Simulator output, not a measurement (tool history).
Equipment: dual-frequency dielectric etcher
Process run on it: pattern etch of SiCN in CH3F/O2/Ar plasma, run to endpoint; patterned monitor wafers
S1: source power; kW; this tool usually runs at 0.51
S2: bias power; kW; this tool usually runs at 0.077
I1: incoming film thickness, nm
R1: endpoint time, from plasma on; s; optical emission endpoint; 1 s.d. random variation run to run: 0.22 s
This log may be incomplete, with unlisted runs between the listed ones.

| run | hour | S1 | S2 | I1 | R1 |
|---|---|---|---|---|---|
| 1 | 0 | 0.54 | 0.077 | 13.36 | 30.8 |
|  | 38.9 | wet clean of the chamber |
| 2 | 84.4 | 0.51 | 0.077 | 13.42 | 31.4 |
| 3 | 151.9 | 0.51 | 0.077 | 13.3 | 31.6 |
| 4 | 332 | 0.51 | 0.077 | 13.5 | 32 |
|  | 385.2 | wet clean of the chamber |
| 5 | 385.7 | 0.51 | 0.077 | 13.45 | 32.2 |
| 6 | 428.8 | 0.51 | 0.067 | 13.46 | 34.2 |
|  | 746.6 | wet clean of the chamber |
|  | 756.5 | upper electrode replaced |
| 7 | 757 | 0.51 | 0.067 | 13.47 | 34.7 |
| 8 | 842.1 | 0.51 | 0.067 | 13.28 | 34.2 |
|  | 900.1 | source power generator calibrated |
| 9 | 911.2 | 0.59 | 0.077 | 13.39 | 29.6 |
| 10 | 1062.7 | 0.46 | 0.083 | 13.42 | 32.2 |
|  | 1070.9 | bias power generator calibrated |
|  | 1183.2 | wet clean of the chamber |
| 11 | 1183.7 | 0.47 | 0.077 | 13.34 | 33 |
| 12 | 1207.8 | 0.51 | 0.095 | 13.49 | 28.5 |
| 13 | 1256 | 0.51 | 0.071 | 13.45 | 33.6 |
| 14 | 1325.4 | 0.51 | 0.077 | 13.36 | 31.4 |
| 15 | 1383.9 | 0.44 | 0.083 | 13.35 | 32.6 |
| 16 | 1422 | 0.46 | 0.066 | 13.33 | 36.3 |
| 17 | 1525.7 | 0.51 | 0.077 | 13.36 | 31.8 |

Consider 4 possible next runs. They are alternatives, not a sequence: every one starts from the tool as it was left by run 17. What does each give?
| A | 1526.1 | 0.51 | 0.077 | 13.43 | ? |
| B | 1526.1 | 0.58 | 0.09 | 13.43 | ? |
| C | 1526.1 | 0.38 | 0.077 | 13.43 | ? |
| D | 1526.1 | 0.43 | 0.067 | 13.43 | ? |

| run | R1 |
|---|---|
| A | 31.5 |
| B | 27.3 |
| C | 36.3 |
| D | 37.1 |
What these runs would have given with no unlogged condition in the tool:
| run | R1 |
|---|---|
| A | 31.5 |
| B | 27.3 |
| C | 36.3 |
| D | 37.1 |

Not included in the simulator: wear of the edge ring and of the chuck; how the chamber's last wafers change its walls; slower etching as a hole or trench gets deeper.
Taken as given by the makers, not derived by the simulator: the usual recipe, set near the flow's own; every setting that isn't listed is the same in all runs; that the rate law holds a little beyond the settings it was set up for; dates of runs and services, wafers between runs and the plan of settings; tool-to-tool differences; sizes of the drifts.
